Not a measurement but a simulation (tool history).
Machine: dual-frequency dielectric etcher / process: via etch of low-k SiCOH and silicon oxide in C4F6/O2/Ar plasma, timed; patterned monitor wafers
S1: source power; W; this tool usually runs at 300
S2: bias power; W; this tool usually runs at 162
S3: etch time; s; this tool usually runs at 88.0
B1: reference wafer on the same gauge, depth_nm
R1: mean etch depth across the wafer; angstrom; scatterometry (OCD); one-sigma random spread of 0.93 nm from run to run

| run | hour | S1 | S2 | S3 | B1 | R1 |
|---|---|---|---|---|---|---|
| 1 | 0.0 | 300 | 151 | 78.5 | 215.0 | 1773 |
| 2 | 33.7 | 300 | 151 | 78.5 | 215.1 | 1765 |
| 3 | 57.1 | 300 | 151 | 78.5 | 214.8 | 1763 |
| 4 | 90.5 | 300 | 162 | 88.0 | 214.8 | 2027 |
| 5 | 114.1 | 300 | 162 | 88.0 | 215.2 | 2024 |
| 6 | 130.1 | 300 | 162 | 88.0 | 214.9 | 2025 |
|  | 172.2 | upper electrode replaced |
|  | 175.3 | wet clean of the chamber |
| 7 | 175.8 | 300 | 162 | 88.0 | 215.5 | 2130 |
| 8 | 176.1 | 300 | 162 | 88.0 | 214.8 | 2120 |
| 9 | 198.1 | 300 | 177 | 88.0 | 215.3 | 2206 |
|  | 218.1 | gauge calibrated |
| 10 | 223.5 | 300 | 177 | 88.0 | 214.9 | 2188 |
|  | 232.3 | source power generator calibrated |
| 11 | 242.9 | 300 | 177 | 88.0 | 214.9 | 2191 |
| 12 | 267.7 | 320 | 201 | 110.5 | 215.0 | 3003 |
| 13 | 282.9 | 300 | 162 | 88.0 | 215.2 | 2104 |
| 14 | 307.4 | 300 | 162 | 88.0 | 215.0 | 2105 |
| 15 | 333.1 | 300 | 140 | 74.0 | 215.0 | 1650 |
| 16 | 345.9 | 370 | 162 | 73.0 | 215.0 | 1894 |
| 17 | 374.7 | 270 | 162 | 103.0 | 214.9 | 2343 |
|  | 387.0 | bias power generator calibrated |
| 18 | 404.4 | 280 | 174 | 73.5 | 214.8 | 1756 |
| 19 | 418.1 | 300 | 162 | 88.0 | 215.0 | 2096 |
| 20 | 447.4 | 250 | 162 | 65.0 | 214.9 | 1425 |
| 21 | 479.2 | 300 | 162 | 88.0 | 215.0 | 2077 |
| 22 | 512.3 | 250 | 185 | 64.5 | 215.1 | 1500 |

Predict each of these 3 candidate next runs independently; none follows another, all start after run 22:
| A | 512.7 | 300 | 162 | 62.5 | ? | ? |
| B | 512.7 | 230 | 180 | 88.0 | ? | ? |
| C | 512.7 | 270 | 162 | 74.0 | ? | ? |

| run | B1 | R1 |
|---|---|---|
| A | 215.0 | 1467 |
| B | 215.0 | 1952 |
| C | 215.0 | 1665 |
Stripped of hidden state, with their random variation kept, the same runs would have yielded:
| run | R1 |
|---|---|
| A | 1495 |
| B | 1989 |
| C | 1697 |
